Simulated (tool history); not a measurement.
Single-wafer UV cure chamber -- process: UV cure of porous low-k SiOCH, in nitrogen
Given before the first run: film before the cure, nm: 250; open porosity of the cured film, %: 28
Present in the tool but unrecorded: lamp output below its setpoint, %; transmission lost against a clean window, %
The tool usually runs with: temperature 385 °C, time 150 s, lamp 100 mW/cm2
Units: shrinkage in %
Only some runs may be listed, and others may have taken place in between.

| run | hour | temperature | time | lamp | wafers since the last listed run | hours since the UV bulbs were replaced | wafers since the quartz window was cleaned | shrinkage |
|---|---|---|---|---|---|---|---|---|
| 1 | 0 | 376 | 150 | 115 | 0 | 468.8 | 2374 | 12.295 |
| 2 | 70.7 | 385 | 150 | 100 | 597 | 539.5 | 2971 | 11.814 |
|  | 92.5 | quartz window cleaned |
| 3 | 101.9 | 385 | 150 | 100 | 195 | 570.7 | 79 | 11.794 |
| 4 | 254.5 | 385 | 150 | 100 | 1289 | 723.3 | 1368 | 11.775 |
| 5 | 304.4 | 385 | 150 | 100 | 421 | 773.2 | 1790 | 11.507 |
|  | 470.6 | quartz window cleaned |
| 6 | 484.9 | 385 | 150 | 100 | 1457 | 953.7 | 120 | 11.5 |
| 7 | 543.7 | 385 | 150 | 100 | 496 | 1012.5 | 617 | 11.545 |
| 8 | 611.8 | 385 | 150 | 123 | 575 | 1080.6 | 1192 | 12.536 |
| 9 | 662.2 | 385 | 150 | 123 | 425 | 1131 | 1618 | 12.377 |
| 10 | 721.6 | 385 | 150 | 100 | 501 | 1190.4 | 2120 | 11.176 |
|  | 766.5 | quartz window cleaned |
| 11 | 800.8 | 385 | 150 | 123 | 601 | 1269.6 | 289 | 12.263 |
| 12 | 831.3 | 393 | 100 | 100 | 257 | 1300.1 | 547 | 9.36 |
| 13 | 861.7 | 385 | 150 | 100 | 256 | 1330.5 | 804 | 10.976 |
| 14 | 898.9 | 401 | 240 | 89 | 314 | 1367.7 | 1118 | 12.952 |
|  | 952.8 | UV bulbs replaced |
| 15 | 955.4 | 385 | 150 | 100 | 409 | 2.6 | 1528 | 12.19 |
| 16 | 1020.9 | 401 | 150 | 120 | 553 | 68.1 | 2081 | 13.216 |
| 17 | 1086.6 | 392 | 150 | 87 | 554 | 133.8 | 2636 | 11.41 |
|  | 1114.5 | quartz window cleaned |
| 18 | 1149.7 | 385 | 150 | 100 | 465 | 196.9 | 297 | 11.862 |
| 19 | 1175.4 | 385 | 215 | 63 | 217 | 222.6 | 514 | 11.567 |
| 20 | 1200.4 | 398 | 150 | 85 | 211 | 247.6 | 725 | 11.342 |
| 21 | 1255.1 | 400 | 100 | 73 | 462 | 302.3 | 1187 | 8.61 |

5 ways to go on from here, each from the tool as it stands after run 21. What would each give?
| A | 1255.5 | 385 | 150 | 100 | 3 | 302.7 | 1191 | ? |
| B | 1255.5 | 379 | 190 | 79 | 3 | 302.7 | 1191 | ? |
| C | 1255.5 | 385 | 150 | 118 | 3 | 302.7 | 1191 | ? |
| D | 1255.5 | 366 | 80 | 111 | 3 | 302.7 | 1191 | ? |
| E | 1255.5 | 371 | 235 | 100 | 3 | 302.7 | 1191 | ? |

| run | shrinkage |
|---|---|
| A | 11.892 |
| B | 11.772 |
| C | 12.745 |
| D | 8.877 |
| E | 13.93 |
Take away the tool's hidden state, keep each run's random variation, and the runs would have read:
| run | shrinkage |
|---|---|
| A | 12.245 |
| B | 12.123 |
| C | 13.102 |
| D | 9.213 |
| E | 14.296 |
